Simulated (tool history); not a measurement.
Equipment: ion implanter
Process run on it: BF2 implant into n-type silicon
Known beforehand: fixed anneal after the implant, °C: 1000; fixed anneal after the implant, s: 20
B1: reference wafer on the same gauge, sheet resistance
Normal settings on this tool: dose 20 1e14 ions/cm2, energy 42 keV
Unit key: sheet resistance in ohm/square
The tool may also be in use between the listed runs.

{"run": 1, "hour": 0.0, "dose": 20, "energy": 53, "B1": 121, "sheet resistance": 105.17}
{"run": 2, "hour": 58.4, "dose": 20, "energy": 42, "B1": 121.06, "sheet resistance": 119.35}
{"run": 3, "hour": 130.3, "dose": 20, "energy": 42, "B1": 121.03, "sheet resistance": 119.1}
{"run": 4, "hour": 164.4, "dose": 20, "energy": 42, "B1": 121.04, "sheet resistance": 119.55}
{"run": 5, "hour": 202.8, "dose": 20, "energy": 42, "B1": 121.01, "sheet resistance": 118.87}
{"run": 6, "hour": 266.7, "dose": 24.29, "energy": 50.5, "B1": 121.01, "sheet resistance": 105.98}
{"run": 7, "hour": 299.4, "dose": 24.29, "energy": 50.5, "B1": 120.99, "sheet resistance": 105.81}
{"run": 8, "hour": 399.4, "dose": 15.89, "energy": 51.5, "B1": 120.96, "sheet resistance": 111.3}
{"run": 9, "hour": 465.7, "dose": 15.89, "energy": 51.5, "B1": 121.02, "sheet resistance": 111.44}
{"run": 10, "hour": 508.4, "dose": 15.89, "energy": 51.5, "B1": 121.03, "sheet resistance": 112.45}
{"run": 11, "hour": 535.6, "dose": 20, "energy": 42, "B1": 121.01, "sheet resistance": 119.39}
{"run": 12, "hour": 603.3, "dose": 20, "energy": 42, "B1": 120.97, "sheet resistance": 119.09}
{"run": 13, "hour": 645.3, "dose": 20, "energy": 42, "B1": 120.99, "sheet resistance": 119.41}
{"run": 14, "hour": 710.5, "dose": 21.61, "energy": 42, "B1": 120.96, "sheet resistance": 118.21}
{"run": 15, "hour": 925.7, "dose": 26, "energy": 51, "B1": 120.99, "sheet resistance": 104.72}
{"hour": 958.7, "done": "gauge calibrated"}
{"run": 16, "hour": 986.7, "dose": 17.8, "energy": 42, "B1": 120.95, "sheet resistance": 121.61}
{"run": 17, "hour": 1049.6, "dose": 17.46, "energy": 53, "B1": 121.01, "sheet resistance": 107.93}
{"run": 18, "hour": 1079.3, "dose": 20, "energy": 42, "B1": 121.01, "sheet resistance": 119.27}
{"run": 19, "hour": 1140.1, "dose": 20, "energy": 42, "B1": 121.02, "sheet resistance": 119.26}
{"run": 20, "hour": 1171.8, "dose": 22.8, "energy": 54, "B1": 120.99, "sheet resistance": 101.97}
{"run": 21, "hour": 1219.8, "dose": 20, "energy": 42, "B1": 121, "sheet resistance": 119.73}
{"run": 22, "hour": 1269.4, "dose": 23.64, "energy": 29, "B1": 120.95, "sheet resistance": 143.44}
{"run": 23, "hour": 1316.9, "dose": 25.69, "energy": 53, "B1": 120.96, "sheet resistance": 102.07}
{"run": 24, "hour": 1347.0, "dose": 20, "energy": 33.5, "B1": 121, "sheet resistance": 134.44}
{"hour": 1401.2, "done": "Faraday cup replaced and dose calibrated"}
{"run": 25, "hour": 1410.0, "dose": 15.27, "energy": 29, "B1": 121, "sheet resistance": 150.4}
{"run": 26, "hour": 1443.1, "dose": 25.78, "energy": 46, "B1": 121, "sheet resistance": 111.23}
{"hour": 1457.8, "done": "extraction supply calibrated"}
{"run": 27, "hour": 1476.8, "dose": 16.97, "energy": 33.5, "B1": 120.99, "sheet resistance": 136.84}
{"run": 28, "hour": 1524.0, "dose": 16.1, "energy": 35.5, "B1": 120.98, "sheet resistance": 135.17}
{"run": 29, "hour": 1564.7, "dose": 14.42, "energy": 31.5, "B1": 120.99, "sheet resistance": 144.79}
{"run": 30, "hour": 1600.8, "dose": 20, "energy": 42, "B1": 120.98, "sheet resistance": 119.3}
{"run": 31, "hour": 1668.0, "dose": 16.97, "energy": 33.5, "B1": 121.01, "sheet resistance": 137.07}
{"run": 32, "hour": 1704.8, "dose": 25.42, "energy": 42, "B1": 121.06, "sheet resistance": 117.16}
{"run": 33, "hour": 1760.4, "dose": 16.55, "energy": 42, "B1": 121.05, "sheet resistance": 122.97}
{"run": 34, "hour": 1814.5, "dose": 17.68, "energy": 38, "B1": 121.01, "sheet resistance": 127.93}
{"run": 35, "hour": 1858.3, "dose": 20, "energy": 42, "B1": 120.92, "sheet resistance": 119.55}
{"run": 36, "hour": 1901.4, "dose": 20, "energy": 42, "B1": 121.04, "sheet resistance": 120.13}
{"run": 37, "hour": 1934.4, "dose": 20, "energy": 42, "B1": 121.01, "sheet resistance": 119.84}
{"run": 38, "hour": 2049.1, "dose": 24.14, "energy": 46.5, "B1": 120.98, "sheet resistance": 111}

Consider 3 possible next runs. They are alternatives, not a sequence: every one starts from the tool as it was left by run 38. What does each give?
{"run": "A", "hour": 2049.5, "dose": 20, "energy": 29, "B1": "?", "sheet resistance": "?"}
{"run": "B", "hour": 2049.5, "dose": 16.6, "energy": 33.5, "B1": "?", "sheet resistance": "?"}
{"run": "C", "hour": 2049.5, "dose": 14.4, "energy": 34.5, "B1": "?", "sheet resistance": "?"}

run=A B1=120.97 sheet_resistance=144.9
run=B B1=120.97 sheet_resistance=137.59
run=C B1=120.97 sheet_resistance=139.08
What these runs would have given with no unlogged condition in the tool:
run=A sheet_resistance=144.9
run=B sheet_resistance=137.59
run=C sheet_resistance=139.08
